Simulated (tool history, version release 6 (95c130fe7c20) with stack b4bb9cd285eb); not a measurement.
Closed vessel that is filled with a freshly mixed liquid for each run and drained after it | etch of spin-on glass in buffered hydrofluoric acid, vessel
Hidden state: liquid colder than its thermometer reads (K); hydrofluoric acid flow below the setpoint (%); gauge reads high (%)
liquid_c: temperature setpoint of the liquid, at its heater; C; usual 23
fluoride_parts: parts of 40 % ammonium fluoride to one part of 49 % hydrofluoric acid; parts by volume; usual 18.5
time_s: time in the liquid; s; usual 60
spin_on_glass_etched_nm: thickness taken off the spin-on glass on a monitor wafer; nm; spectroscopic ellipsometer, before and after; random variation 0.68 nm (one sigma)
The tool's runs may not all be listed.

run     day  liquid_c  fluoride_parts  time_s  wafers since the last listed run  hours since the thermometer was replaced  hours since the hydrofluoric acid flow meter was replaced  hours since the gauge calibration  read-back film thickness of the spin-on glass reference wafer, read on the same gauge (nm)  spin_on_glass_etched_nm
  1       0        23              14      60                                 0                                    2441.2                                                     2068.8                               31.9                                                                                       99.98                   130.92
  2   0.746        23              14      60                              1206                                    2459.1                                                     2086.7                               49.8                                                                                       99.99                    129.7
  3   1.479        23              14      60                              1186                                    2476.7                                                     2104.3                               67.4                                                                                       99.97                   129.24
  4   2.154        23            16.5      40                              1091                                    2492.9                                                     2120.5                               83.6                                                                                       99.97                    74.14
  5   2.788        23            16.5      40                              1024                                    2508.1                                                     2135.7                               98.8                                                                                         100                    72.67
  6   3.133        23            16.5      40                               559                                    2516.4                                                       2144                              107.1                                                                                         100                    73.33
  7   3.729        23            18.5      60                               963                                    2530.7                                                     2158.3                              121.4                                                                                       99.96                    98.14
  8   4.242        23            18.5      60                               828                                      2543                                                     2170.6                              133.7                                                                                       99.97                    97.78
      4.646  -- thermometer replaced
  9   4.871        23            18.5      60                               950                                       5.4                                                     2185.7                              148.8                                                                                       99.96                   113.13
 10   5.429        23            18.5      60                               903                                      18.8                                                     2199.1                              162.2                                                                                       99.99                   112.53
 11   6.038        23            18.5      60                               983                                      33.4                                                     2213.7                              176.8                                                                                       99.98                   112.32
 12   6.658        23            18.5      60                              1004                                      48.3                                                     2228.6                              191.7                                                                                       99.98                   112.05
      6.742  -- hydrofluoric acid flow meter replaced
 13    7.35      19.5              21      60                              1051                                      64.9                                                       14.6                              208.3                                                                                       99.99                    82.75
 14   9.221      19.5              21      60                              3025                                     109.8                                                       59.5                              253.2                                                                                         100                    81.85
 15   9.912        23            18.5      60                              1118                                     126.4                                                       76.1                              269.8                                                                                       99.99                   111.45
 16    10.6      27.5            22.5      85                              1111                                     142.9                                                       92.6                              286.3                                                                                      100.02                   173.64
     11.321  -- gauge calibrated
 17  11.333      27.5              12      40                              1186                                     160.5                                                      110.2                                0.3                                                                                         100                   144.91
 18  11.612        23            18.5      60                               451                                     167.2                                                      116.9                                  7                                                                                      100.02                   111.99
 19    11.9        26            23.5      40                               464                                     174.1                                                      123.8                               13.9                                                                                         100                    72.53
 20  12.362        23            22.5      60                               748                                     185.2                                                      134.9                                 25                                                                                      100.03                    94.89
 21  13.029      24.5              23      60                              1078                                     201.2                                                      150.9                                 41                                                                                      100.01                   102.05
 22  13.483      20.5            12.5      70                               734                                     212.1                                                      161.8                               51.9                                                                                       99.99                   164.99
 23  14.008      21.5            21.5      30                               849                                     224.7                                                      174.4                               64.5                                                                                       99.98                    45.65
 24  14.667        23            16.5      40                              1064                                     240.5                                                      190.2                               80.3                                                                                       99.99                    83.12
 25  15.079      20.5            18.5      40                               667                                     250.4                                                      200.1                               90.2                                                                                       99.97                    64.37
 26  15.733        23            18.5      75                              1058                                     266.1                                                      215.8                              105.9                                                                                       99.98                   138.45
 27  16.017        23            18.5      40                               458                                     272.9                                                      222.6                              112.7                                                                                       99.96                    74.08
 28  16.504        23            18.5      60                               788                                     284.6                                                      234.3                              124.4                                                                                       99.98                   111.53
 29  16.842        21            18.5      40                               545                                     292.7                                                      242.4                              132.5                                                                                       99.99                     65.9
 30  17.412        23            18.5      60                               923                                     306.4                                                      256.1                              146.2                                                                                      100.01                   110.98
 31  18.146      27.5            18.5      60                              1186                                       324                                                      273.7                              163.8                                                                                       99.98                   140.15
 32  18.833        23            18.5      35                              1111                                     340.5                                                      290.2                              180.3                                                                                       99.99                    65.05
 33  19.296        23            13.5      60                               748                                     351.6                                                      301.3                              191.4                                                                                      100.02                   149.67

The same runs without the tool's hidden state, with the same run-to-run variation:
run  spin_on_glass_etched_nm
  1                   151.72
  2                   150.48
  3                   150.11
  4                    86.17
  5                    84.56
  6                    85.38
  7                   114.33
  8                   113.97
  9                   115.02
 10                   114.53
 11                   114.38
 12                   114.23
 13                    84.45
 14                    83.77
 15                   114.13
 16                    177.8
 17                   148.52
 18                   114.93
 19                    74.41
 20                    97.44
 21                   104.88
 22                   169.77
 23                    46.99
 24                    85.63
 25                    66.39
 26                   142.87
 27                    76.45
 28                   115.22
 29                    68.11
 30                   114.78
 31                   144.96
 32                    67.39
 33                   155.12
